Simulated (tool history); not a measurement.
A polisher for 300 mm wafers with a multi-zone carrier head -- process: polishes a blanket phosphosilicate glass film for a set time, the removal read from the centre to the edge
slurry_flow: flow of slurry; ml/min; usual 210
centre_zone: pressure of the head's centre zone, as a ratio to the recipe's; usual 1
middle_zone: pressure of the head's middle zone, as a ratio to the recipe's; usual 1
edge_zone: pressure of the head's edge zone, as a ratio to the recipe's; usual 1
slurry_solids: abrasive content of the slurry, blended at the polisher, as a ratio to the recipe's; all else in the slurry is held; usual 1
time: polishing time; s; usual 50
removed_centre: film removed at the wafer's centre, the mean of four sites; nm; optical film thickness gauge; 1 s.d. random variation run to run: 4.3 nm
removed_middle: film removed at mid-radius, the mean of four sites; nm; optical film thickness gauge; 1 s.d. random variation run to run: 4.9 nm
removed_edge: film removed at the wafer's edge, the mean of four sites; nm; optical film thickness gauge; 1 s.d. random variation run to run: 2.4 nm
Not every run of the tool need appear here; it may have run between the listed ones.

run	day	slurry_flow	centre_zone	middle_zone	edge_zone	slurry_solids	time	wafers since the last listed run	wafers polished on this pad	hours since the slurry nozzle was cleaned	hours since the centre zone pressure was calibrated	hours since the edge zone pressure was calibrated	hours since the carrier head's membrane was replaced	incoming thickness of the incoming film, nm	removed_centre	removed_middle	removed_edge
1	0	210	1	1	1	1	50	0	1797	30.1	556	999.7	498.5	4567.4	295.5	310	296
# day 2.729: edge zone pressure recalibrated
2	2.75	210	1	1	1	1	50	440	2238	96.1	622	0.5	564.5	4641	286.7	302.2	291.9
3	5.575	210	1	1	1	1	39	467	2705	163.9	689.8	68.3	632.3	4513.2	226.7	238.7	230.9
# day 7.633: worn pad replaced by a new one
4	8.558	210	1	1	0.91	1	50	465	152	235.5	761.4	139.9	703.9	4524.3	322.3	341.7	313.8
5	11.021	210	1	1	1.09	0.9	50	407	559	294.6	820.5	199	763	4533.7	296.3	311.1	317.4
6	12.375	210	1	1	1	1	39	223	783	327.1	853	231.5	795.5	4558.4	236.9	253.1	239.1
# day 13.821: slurry nozzle cleaned
7	14.367	210	1	1	0.91	1.2	50	322	1106	13.1	900.8	279.3	843.3	4524.4	307.9	325.8	305.3
8	17.225	265	1	1	1	1	45	472	1578	81.7	969.4	347.9	911.9	4631.7	271.4	278.3	272.6
9	19.95	210	0.95	0.9	1	0.75	45	450	2029	147.1	1034.8	413.3	977.3	4627.6	222	225.3	237
10	21.3	210	1	1	1	1	50	223	2252	179.5	1067.2	445.7	1009.7	4546.2	287.8	305.7	289
# day 21.504: centre zone pressure recalibrated
11	23.346	270	0.93	1	1	1.1	57	324	2577	228.6	44.2	494.8	1058.8	4543	319.8	368	347.3
12	24.958	210	1	0.91	1	1	50	266	2843	267.3	82.9	533.5	1097.5	4584.5	276.2	278.8	287.3
# day 26.962: worn pad replaced by a new one
13	27.308	210	1	1	1	1	50	361	57	323.7	139.3	589.9	1153.9	4575.9	328	347.2	333.4
# day 28.4: carrier head's membrane replaced by a new one
14	29.167	210	1	1	1	1	35	272	330	368.3	183.9	634.5	18.4	4582.7	215.4	237	226.5
15	30.4	185	1	0.94	1	1	44	203	534	397.9	213.5	664.1	48	4464.5	266.4	270.1	272.9
# day 30.817: slurry nozzle cleaned
16	32.35	255	0.89	0.91	1	1.2	50	315	849	36.8	260.3	710.9	94.8	4651.7	291.4	332.1	331.4
17	34.979	175	1	1	0.93	1	50	434	1284	99.9	323.4	774	157.9	4592.4	292.2	305.5	281.9
18	38.917	210	1.11	1.07	0.89	1	50	651	1935	194.4	417.9	868.5	252.4	4528.3	318.2	322.5	278
19	39.921	210	1	1.09	1.06	0.75	50	166	2101	218.5	442	892.6	276.5	4552.1	260.8	296.6	271.5
# day 44.212: worn pad replaced by a new one
20	47.8	210	1	1.08	1	0.85	50	1275	593	407.6	631.1	1081.7	465.6	4594.4	288.1	329.4	299.7
# day 49.604: slurry nozzle cleaned
21	50.929	210	1	0.88	1	0.85	50	510	1103	31.8	706.2	1156.8	540.7	4586.1	283.4	267.1	289.5

Measured result minus the same run's result without the hidden state. Both carry the same run-to-run variation, though not necessarily the same gauge scatter:
Hidden conditions of the tool in this case: removal rate lost through wear of the pad, %; slurry flow missing at the pad, %; deviation of the centre zone's pressure from its setpoint, %; deviation of the edge zone's pressure from its setpoint, %.
run	removed_centre	removed_middle	removed_edge
1	-42.8	-44.9	-42.9
2	-44.7	-47.1	-45.5
3	-36.8	-38.8	-37.5
4	-11.6	-12.2	-11.2
5	-25.4	-26.6	-27.1
6	-25.2	-26.9	-25.4
7	-40	-42.3	-39.7
8	-41.5	-42.6	-41.7
9	-37	-37.6	-39.6
10	-49.4	-52.5	-49.6
11	-56.6	-65.2	-61.5
12	-49.9	-50.2	-51.8
13	-5.2	-5.4	-5.2
14	-12.4	-13.6	-13
15	-21.2	-21.5	-21.7
16	-31.4	-35.8	-35.8
17	-39.2	-41	-37.9
18	-50.1	-50.9	-43.9
19	-42.2	-47.9	-43.9
20	-22.7	-25.8	-23.5
21	-33.6	-31.7	-34.3
